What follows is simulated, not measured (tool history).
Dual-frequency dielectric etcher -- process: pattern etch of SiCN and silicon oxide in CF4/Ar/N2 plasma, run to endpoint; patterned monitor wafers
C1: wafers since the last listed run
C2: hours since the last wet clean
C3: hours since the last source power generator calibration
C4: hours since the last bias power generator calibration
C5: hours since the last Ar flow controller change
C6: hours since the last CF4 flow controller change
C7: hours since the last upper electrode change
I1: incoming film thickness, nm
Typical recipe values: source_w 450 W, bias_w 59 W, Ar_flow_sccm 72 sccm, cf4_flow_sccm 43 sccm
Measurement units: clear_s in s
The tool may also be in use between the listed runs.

Run 1, hour 0.0: usual settings but source_w 500 W, Ar_flow_sccm 78 sccm; C1 0; C2 130.5; C3 3580.7; C4 2069.6; C5 1897.2; C6 1324.1; C7 2133.8; I1 13.06. Result: clear_s 16.6 s.
Run 2, hour 73.7: usual settings but source_w 500 W, Ar_flow_sccm 78 sccm; C1 1573; C2 204.2; C3 3654.4; C4 2143.3; C5 1970.9; C6 1397.8; C7 2207.5; I1 13.22. Result: clear_s 17.0 s.
Run 3, hour 130.1: usual settings but source_w 500 W, Ar_flow_sccm 78 sccm; C1 1203; C2 260.6; C3 3710.8; C4 2199.7; C5 2027.3; C6 1454.2; C7 2263.9; I1 13.05. Result: clear_s 16.8 s.
Run 4, hour 234.0: usual settings; C1 2217; C2 364.5; C3 3814.7; C4 2303.6; C5 2131.2; C6 1558.1; C7 2367.8; I1 13.14. Result: clear_s 17.5 s.
At hour 283.4: bias power generator calibrated.
Run 5, hour 305.7: usual settings but Ar_flow_sccm 82 sccm; C1 1444; C2 436.2; C3 3886.4; C4 22.3; C5 2202.9; C6 1629.8; C7 2439.5; I1 13.16. Result: clear_s 17.8 s.
At hour 339.8: upper electrode replaced.
Run 6, hour 402.9: usual settings but source_w 550 W, bias_w 53 W, cf4_flow_sccm 33 sccm; C1 1562; C2 533.4; C3 3983.6; C4 119.5; C5 2300.1; C6 1727.0; C7 63.1; I1 13.02. Result: clear_s 17.0 s.
At hour 460.3: wet clean of the chamber.
Run 7, hour 460.8: usual settings but source_w 480 W, Ar_flow_sccm 64 sccm; C1 723; C2 0.5; C3 4041.5; C4 177.4; C5 2358.0; C6 1784.9; C7 121.0; I1 13.04. Result: clear_s 16.1 s.
Run 8, hour 515.3: usual settings but source_w 530 W, bias_w 73 W, Ar_flow_sccm 81 sccm, cf4_flow_sccm 35 sccm; C1 1163; C2 55.0; C3 4096.0; C4 231.9; C5 2412.5; C6 1839.4; C7 175.5; I1 13.11. Result: clear_s 15.8 s.
At hour 612.1: CF4 flow controller replaced.
Run 9, hour 617.0: usual settings; C1 2042; C2 156.7; C3 4197.7; C4 333.6; C5 2514.2; C6 4.9; C7 277.2; I1 13.05. Result: clear_s 17.2 s.
Run 10, hour 654.0: usual settings but source_w 510 W, bias_w 68 W, Ar_flow_sccm 62 sccm, cf4_flow_sccm 51 sccm; C1 789; C2 193.7; C3 4234.7; C4 370.6; C5 2551.2; C6 41.9; C7 314.2; I1 13.12. Result: clear_s 14.4 s.
Run 11, hour 700.0: usual settings but Ar_flow_sccm 58 sccm; C1 981; C2 239.7; C3 4280.7; C4 416.6; C5 2597.2; C6 87.9; C7 360.2; I1 13.11. Result: clear_s 16.5 s.
Run 12, hour 959.0: usual settings but source_w 500 W, bias_w 54 W; C1 5528; C2 498.7; C3 4539.7; C4 675.6; C5 2856.2; C6 346.9; C7 619.2; I1 13.13. Result: clear_s 16.9 s.
At hour 991.9: source power generator calibrated.
At hour 1054.0: wet clean of the chamber.
Run 13, hour 1063.2: usual settings but bias_w 54 W, Ar_flow_sccm 78 sccm; C1 1626; C2 9.2; C3 71.3; C4 779.8; C5 2960.4; C6 451.1; C7 723.4; I1 13.19. Result: clear_s 18.2 s.
Run 14, hour 1136.6: usual settings but source_w 510 W, Ar_flow_sccm 58 sccm; C1 1566; C2 82.6; C3 144.7; C4 853.2; C5 3033.8; C6 524.5; C7 796.8; I1 13.07. Result: clear_s 15.3 s.
Run 15, hour 1189.8: usual settings but source_w 370 W, cf4_flow_sccm 33 sccm; C1 1135; C2 135.8; C3 197.9; C4 906.4; C5 3087.0; C6 577.7; C7 850.0; I1 13.13. Result: clear_s 20.4 s.
At hour 1212.4: Ar flow controller replaced.
Run 16, hour 1257.4: usual settings but cf4_flow_sccm 53 sccm; C1 1314; C2 203.4; C3 265.5; C4 974.0; C5 45.0; C6 645.3; C7 917.6; I1 13.05. Result: clear_s 16.4 s.
Run 17, hour 1363.1: usual settings but Ar_flow_sccm 82 sccm; C1 2256; C2 309.1; C3 371.2; C4 1079.7; C5 150.7; C6 751.0; C7 1023.3; I1 13.10. Result: clear_s 17.9 s.
Run 18, hour 1424.6: usual settings but source_w 500 W, bias_w 46 W, Ar_flow_sccm 87 sccm; C1 1312; C2 370.6; C3 432.7; C4 1141.2; C5 212.2; C6 812.5; C7 1084.8; I1 13.04. Result: clear_s 18.3 s.
Run 19, hour 1478.1: usual settings but source_w 490 W, bias_w 54 W, Ar_flow_sccm 82 sccm, cf4_flow_sccm 47 sccm; C1 1141; C2 424.1; C3 486.2; C4 1194.7; C5 265.7; C6 866.0; C7 1138.3; I1 13.12. Result: clear_s 17.3 s.
Run 20, hour 1549.8: usual settings; C1 1530; C2 495.8; C3 557.9; C4 1266.4; C5 337.4; C6 937.7; C7 1210.0; I1 13.20. Result: clear_s 17.5 s.
Run 21, hour 1609.9: usual settings but source_w 500 W, cf4_flow_sccm 49 sccm; C1 1282; C2 555.9; C3 618.0; C4 1326.5; C5 397.5; C6 997.8; C7 1270.1; I1 13.03. Result: clear_s 15.9 s.
At hour 1689.8: wet clean of the chamber.
Run 22, hour 1711.6: usual settings but source_w 390 W, Ar_flow_sccm 89 sccm, cf4_flow_sccm 50 sccm; C1 1658; C2 21.8; C3 719.7; C4 1428.2; C5 499.2; C6 1099.5; C7 1371.8; I1 13.08. Result: clear_s 19.1 s.
Run 23, hour 1752.7: usual settings but cf4_flow_sccm 34 sccm; C1 877; C2 62.9; C3 760.8; C4 1469.3; C5 540.3; C6 1140.6; C7 1412.9; I1 13.26. Result: clear_s 18.6 s.
Run 24, hour 1821.3: usual settings but source_w 500 W, Ar_flow_sccm 78 sccm; C1 1464; C2 131.5; C3 829.4; C4 1537.9; C5 608.9; C6 1209.2; C7 1481.5; I1 13.09. Result: clear_s 16.7 s.

For each entry between runs, how does the tool's hidden state at the last listed run before it compare with that at the first listed run after it?
After run 4, before run 5: bias power generator calibrated (hour 283.4)
  bias power that arrives over what is set, %: -5.16 -> -0.334
After run 5, before run 6: upper electrode replaced (hour 339.8)
  bias power that arrives over what is set, %: -0.334 -> -0.861
After run 6, before run 7: wet clean of the chamber (hour 460.3)
  bias power that arrives over what is set, %: -0.861 -> -1.15
After run 8, before run 9: CF4 flow controller replaced (hour 612.1)
  bias power that arrives over what is set, %: -1.4 -> -1.84
After run 12, before run 13: source power generator calibrated (hour 991.9); wet clean of the chamber (hour 1054.0)
  bias power that arrives over what is set, %: -2.99 -> -3.26
After run 15, before run 16: Ar flow controller replaced (hour 1212.4)
  bias power that arrives over what is set, %: -3.55 -> -3.69
After run 21, before run 22: wet clean of the chamber (hour 1689.8)
  bias power that arrives over what is set, %: -4.27 -> -4.4
